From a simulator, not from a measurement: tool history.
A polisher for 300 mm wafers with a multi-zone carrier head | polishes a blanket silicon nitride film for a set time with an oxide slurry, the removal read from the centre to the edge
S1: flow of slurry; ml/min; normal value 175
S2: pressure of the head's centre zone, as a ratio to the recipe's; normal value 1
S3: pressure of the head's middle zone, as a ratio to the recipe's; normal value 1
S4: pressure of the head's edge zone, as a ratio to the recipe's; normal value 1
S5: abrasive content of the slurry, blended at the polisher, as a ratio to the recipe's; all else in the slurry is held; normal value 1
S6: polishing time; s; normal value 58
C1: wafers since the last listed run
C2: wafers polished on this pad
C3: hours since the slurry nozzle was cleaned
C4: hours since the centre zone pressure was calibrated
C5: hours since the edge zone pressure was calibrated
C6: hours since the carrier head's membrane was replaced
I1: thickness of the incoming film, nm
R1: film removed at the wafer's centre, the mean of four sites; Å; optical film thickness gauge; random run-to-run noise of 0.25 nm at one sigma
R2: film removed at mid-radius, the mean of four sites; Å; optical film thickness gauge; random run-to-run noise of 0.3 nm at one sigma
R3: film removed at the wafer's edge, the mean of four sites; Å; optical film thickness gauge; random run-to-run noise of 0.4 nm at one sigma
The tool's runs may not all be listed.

run 1 hour=0 | S1=175 S2=1 S3=1 S4=1 S5=1 S6=58 | C1=0 C2=314 C3=144.9 C4=1371.3 C5=56.2 C6=93.7 | I1=489.5 | R1=307 R2=301 R3=307
run 2 hour=6.8 | S1=200 S2=1 S3=1.08 S4=1 S5=1 S6=71 | C1=63 C2=377 C3=151.7 C4=1378.1 C5=63 C6=100.5 | I1=494.3 | R1=383 R2=384 R3=369
run 3 hour=23.2 | S1=175 S2=1 S3=1 S4=1.05 S5=1 S6=58 | C1=152 C2=529 C3=168.1 C4=1394.5 C5=79.4 C6=116.9 | I1=491.1 | R1=305 R2=297 R3=312
run 4 hour=29.4 | S1=175 S2=1 S3=1 S4=1 S5=1 S6=58 | C1=57 C2=587 C3=174.3 C4=1400.7 C5=85.6 C6=123.1 | I1=494 | R1=305 R2=296 R3=301
run 5 hour=44.3 | S1=175 S2=1 S3=1 S4=1 S5=1 S6=58 | C1=138 C2=725 C3=189.2 C4=1415.6 C5=100.5 C6=138 | I1=487.6 | R1=303 R2=295 R3=294
run 6 hour=53.1 | S1=175 S2=1 S3=1 S4=1 S5=0.8 S6=49 | C1=81 C2=807 C3=198 C4=1424.4 C5=109.3 C6=146.8 | I1=486.6 | R1=234 R2=235 R3=235
run 7 hour=64.6 | S1=175 S2=1 S3=1 S4=1 S5=1 S6=58 | C1=106 C2=914 C3=209.5 C4=1435.9 C5=120.8 C6=158.3 | I1=491.1 | R1=303 R2=293 R3=301
run 8 hour=74.7 | S1=175 S2=1 S3=1 S4=1 S5=1 S6=58 | C1=93 C2=1008 C3=219.6 C4=1446 C5=130.9 C6=168.4 | I1=484.6 | R1=297 R2=296 R3=296
-- hour=86.4 worn pad replaced by a new one
run 9 hour=91.7 | S1=175 S2=0.97 S3=0.96 S4=0.92 S5=1.15 S6=58 | C1=120 C2=49 C3=236.6 C4=1463 C5=147.9 C6=185.4 | I1=489.5 | R1=302 R2=293 R3=305
-- hour=99 slurry nozzle cleaned
run 10 hour=102.8 | S1=225 S2=1 S3=1 S4=1 S5=1 S6=58 | C1=93 C2=143 C3=3.8 C4=1474.1 C5=159 C6=196.5 | I1=484.3 | R1=323 R2=312 R3=311
run 11 hour=110.9 | S1=175 S2=1 S3=1.05 S4=1 S5=1 S6=42 | C1=75 C2=218 C3=11.9 C4=1482.2 C5=167.1 C6=204.6 | I1=498.7 | R1=227 R2=221 R3=219
run 12 hour=123.4 | S1=175 S2=0.89 S3=1.12 S4=1.1 S5=1 S6=38 | C1=116 C2=334 C3=24.4 C4=1494.7 C5=179.6 C6=217.1 | I1=492.8 | R1=173 R2=207 R3=208
-- hour=135 centre zone pressure recalibrated
run 13 hour=138.4 | S1=150 S2=1 S3=0.94 S4=1 S5=1.1 S6=43 | C1=120 C2=455 C3=39.4 C4=3.4 C5=194.6 C6=232.1 | I1=487.3 | R1=230 R2=223 R3=230
run 14 hour=153.9 | S1=235 S2=1.08 S3=1 S4=1 S5=1.1 S6=58 | C1=143 C2=599 C3=54.9 C4=18.9 C5=210.1 C6=247.6 | I1=491.1 | R1=366 R2=325 R3=324
run 15 hour=163.9 | S1=175 S2=1 S3=1 S4=1 S5=1 S6=64 | C1=92 C2=692 C3=64.9 C4=28.9 C5=220.1 C6=257.6 | I1=491.9 | R1=340 R2=335 R3=336
run 16 hour=181.3 | S1=175 S2=1 S3=1 S4=1 S5=1 S6=58 | C1=161 C2=853 C3=82.3 C4=46.3 C5=237.5 C6=275 | I1=489.6 | R1=309 R2=302 R3=299
run 17 hour=195.3 | S1=200 S2=0.91 S3=1 S4=1 S5=1 S6=66 | C1=129 C2=983 C3=96.3 C4=60.3 C5=251.5 C6=289 | I1=489 | R1=309 R2=345 R3=357
run 18 hour=208.9 | S1=175 S2=1.05 S3=1 S4=1 S5=1 S6=58 | C1=126 C2=1109 C3=109.9 C4=73.9 C5=265.1 C6=302.6 | I1=495.1 | R1=330 R2=307 R3=307
run 19 hour=215.7 | S1=195 S2=1 S3=1 S4=1.04 S5=1 S6=58 | C1=63 C2=1173 C3=116.7 C4=80.7 C5=271.9 C6=309.4 | I1=480.7 | R1=314 R2=306 R3=308
run 20 hour=223.8 | S1=175 S2=1 S3=1 S4=1 S5=1 S6=58 | C1=75 C2=1248 C3=124.8 C4=88.8 C5=280 C6=317.5 | I1=493 | R1=308 R2=298 R3=310
-- hour=228.4 worn pad replaced by a new one
run 21 hour=238 | S1=225 S2=1 S3=0.92 S4=0.89 S5=1 S6=38 | C1=94 C2=89 C3=139 C4=103 C5=294.2 C6=331.7 | I1=490.4 | R1=209 R2=195 R3=198
run 22 hour=250.5 | S1=140 S2=1 S3=1 S4=1.04 S5=0.9 S6=58 | C1=116 C2=205 C3=151.5 C4=115.5 C5=306.7 C6=344.2 | I1=489.3 | R1=284 R2=274 R3=293

4 ways to go on from here, each from the tool as it stands after run 22. What would each give?
run A hour=250.9 | S1=175 S2=1 S3=1 S4=1 S5=1 S6=58 | C1=3 C2=208 C3=151.9 C4=115.9 C5=307.1 C6=344.6 | I1=492.3 | R1=? R2=? R3=?
run B hour=250.9 | S1=175 S2=1.05 S3=1 S4=1 S5=0.9 S6=58 | C1=3 C2=208 C3=151.9 C4=115.9 C5=307.1 C6=344.6 | I1=492.3 | R1=? R2=? R3=?
run C hour=250.9 | S1=175 S2=1 S3=1.08 S4=1 S5=1 S6=58 | C1=3 C2=208 C3=151.9 C4=115.9 C5=307.1 C6=344.6 | I1=492.3 | R1=? R2=? R3=?
run D hour=250.9 | S1=175 S2=1 S3=1 S4=1.07 S5=0.8 S6=58 | C1=3 C2=208 C3=151.9 C4=115.9 C5=307.1 C6=344.6 | I1=492.3 | R1=? R2=? R3=?

run=A R1=308 R2=300 R3=302
run=B R1=319 R2=291 R3=293
run=C R1=308 R2=310 R3=302
run=D R1=288 R2=280 R3=289
Had the tool no hidden state, the same runs would have come out as:
run=A R1=313 R2=304 R3=305
run=B R1=324 R2=295 R3=296
run=C R1=313 R2=314 R3=305
run=D R1=292 R2=284 R3=292
